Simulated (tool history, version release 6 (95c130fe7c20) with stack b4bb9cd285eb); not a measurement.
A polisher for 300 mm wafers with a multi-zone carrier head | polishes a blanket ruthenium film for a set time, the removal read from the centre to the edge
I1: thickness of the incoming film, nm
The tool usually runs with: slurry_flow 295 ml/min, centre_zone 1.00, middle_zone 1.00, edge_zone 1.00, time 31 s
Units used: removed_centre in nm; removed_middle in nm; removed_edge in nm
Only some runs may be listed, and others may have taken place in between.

Run 1, day 0.000: usual settings; I1 618.0. Result: removed_centre 42.9 nm, removed_middle 41.4 nm, removed_edge 42.6 nm.
At day 1.000: carrier head's membrane replaced by a new one.
At day 3.196: slurry nozzle cleaned.
Run 2, day 3.333: usual settings but slurry_flow 355 ml/min, middle_zone 1.06; I1 631.4. Result: removed_centre 43.8 nm, removed_middle 44.2 nm, removed_edge 42.3 nm.
Run 3, day 6.200: usual settings but slurry_flow 355 ml/min, middle_zone 1.06; I1 613.2. Result: removed_centre 44.3 nm, removed_middle 44.4 nm, removed_edge 43.3 nm.
Run 4, day 8.675: usual settings but slurry_flow 355 ml/min, middle_zone 1.06; I1 611.6. Result: removed_centre 44.7 nm, removed_middle 45.0 nm, removed_edge 43.7 nm.
Run 5, day 12.704: usual settings but slurry_flow 370 ml/min, middle_zone 0.92, edge_zone 1.09, time 28 s; I1 630.7. Result: removed_centre 40.2 nm, removed_middle 35.9 nm, removed_edge 40.8 nm.
At day 14.217: worn pad replaced by a new one.
Run 6, day 14.683: usual settings; I1 629.7. Result: removed_centre 43.4 nm, removed_middle 42.1 nm, removed_edge 42.5 nm.
Run 7, day 16.738: usual settings but edge_zone 1.11, time 24 s; I1 622.7. Result: removed_centre 33.7 nm, removed_middle 32.1 nm, removed_edge 35.2 nm.
At day 18.554: centre zone pressure recalibrated.
Run 8, day 19.204: usual settings; I1 623.6. Result: removed_centre 41.6 nm, removed_middle 40.9 nm, removed_edge 43.4 nm.
Run 9, day 21.238: usual settings but slurry_flow 225 ml/min, centre_zone 1.07, time 41 s; I1 625.9. Result: removed_centre 57.4 nm, removed_middle 52.2 nm, removed_edge 54.5 nm.
Run 10, day 24.075: usual settings; I1 615.8. Result: removed_centre 43.0 nm, removed_middle 41.6 nm, removed_edge 42.7 nm.
At day 24.488: slurry nozzle cleaned.
Run 11, day 26.612: usual settings but slurry_flow 250 ml/min; I1 628.9. Result: removed_centre 42.1 nm, removed_middle 40.7 nm, removed_edge 42.1 nm.
Run 12, day 28.625: usual settings but slurry_flow 330 ml/min, centre_zone 1.04, edge_zone 1.08, time 23 s; I1 616.5. Result: removed_centre 33.6 nm, removed_middle 31.1 nm, removed_edge 33.5 nm.
At day 29.942: edge zone pressure recalibrated.
Run 13, day 31.796: usual settings; I1 628.4. Result: removed_centre 43.1 nm, removed_middle 41.4 nm, removed_edge 42.4 nm.
At day 33.562: worn pad replaced by a new one, of another model than before.
Run 14, day 35.296: usual settings but slurry_flow 195 ml/min, centre_zone 1.08, middle_zone 1.05, time 27 s; I1 622.1. Result: removed_centre 39.7 nm, removed_middle 36.7 nm, removed_edge 36.1 nm.
Run 15, day 37.158: usual settings but centre_zone 1.07, edge_zone 0.89, time 25 s; I1 621.5. Result: removed_centre 37.2 nm, removed_middle 33.2 nm, removed_edge 32.4 nm.
At day 41.292: centre zone pressure recalibrated.
Run 16, day 47.208: usual settings but centre_zone 1.10; I1 626.1. Result: removed_centre 47.5 nm, removed_middle 41.5 nm, removed_edge 42.7 nm.
At day 47.850: slurry nozzle cleaned.
Run 17, day 51.092: usual settings; I1 615.6. Result: removed_centre 43.2 nm, removed_middle 41.2 nm, removed_edge 42.5 nm.
Run 18, day 54.683: usual settings but slurry_flow 225 ml/min, centre_zone 0.91, middle_zone 0.92, time 21 s; I1 622.8. Result: removed_centre 26.3 nm, removed_middle 26.0 nm, removed_edge 28.4 nm.
At day 54.958: worn pad replaced by a new one.
Run 19, day 56.767: usual settings but slurry_flow 355 ml/min, middle_zone 0.88, edge_zone 0.90; I1 619.2. Result: removed_centre 43.4 nm, removed_middle 37.6 nm, removed_edge 41.0 nm.
Run 20, day 59.354: usual settings but slurry_flow 240 ml/min, centre_zone 0.89, middle_zone 1.12, time 34 s; I1 612.3. Result: removed_centre 41.4 nm, removed_middle 49.3 nm, removed_edge 46.7 nm.
Run 21, day 62.250: usual settings; I1 618.9. Result: removed_centre 43.6 nm, removed_middle 41.9 nm, removed_edge 42.4 nm.
At day 64.375: centre zone pressure recalibrated.
Run 22, day 64.983: usual settings but slurry_flow 250 ml/min; I1 612.4. Result: removed_centre 41.4 nm, removed_middle 41.3 nm, removed_edge 41.4 nm.

Below are 4 alternative next runs, each starting from the tool's condition after run 22. Predict each:
Run A, day 65.000: usual settings but edge_zone 1.08; I1 618.1. Result: removed_centre ?, removed_middle ?, removed_edge ?.
Run B, day 65.000: usual settings but slurry_flow 345 ml/min, middle_zone 0.90; I1 618.1. Result: removed_centre ?, removed_middle ?, removed_edge ?.
Run C, day 65.000: usual settings but middle_zone 0.90, time 35 s; I1 618.1. Result: removed_centre ?, removed_middle ?, removed_edge ?.
Run D, day 65.000: usual settings but middle_zone 1.06, edge_zone 0.92; I1 618.1. Result: removed_centre ?, removed_middle ?, removed_edge ?.

run  removed_centre  removed_middle  removed_edge
  A            42.0            41.1          44.6
  B            42.3            38.0          43.3
  C            47.3            42.5          48.6
  D            42.0            43.2          41.3
The same runs, with their run-to-run variation unchanged, on a tool lacking any hidden condition would have given:
run  removed_centre  removed_middle  removed_edge
  A            41.8            41.1          44.6
  B            42.1            38.0          43.3
  C            47.1            42.5          48.6
  D            41.8            43.2          41.3
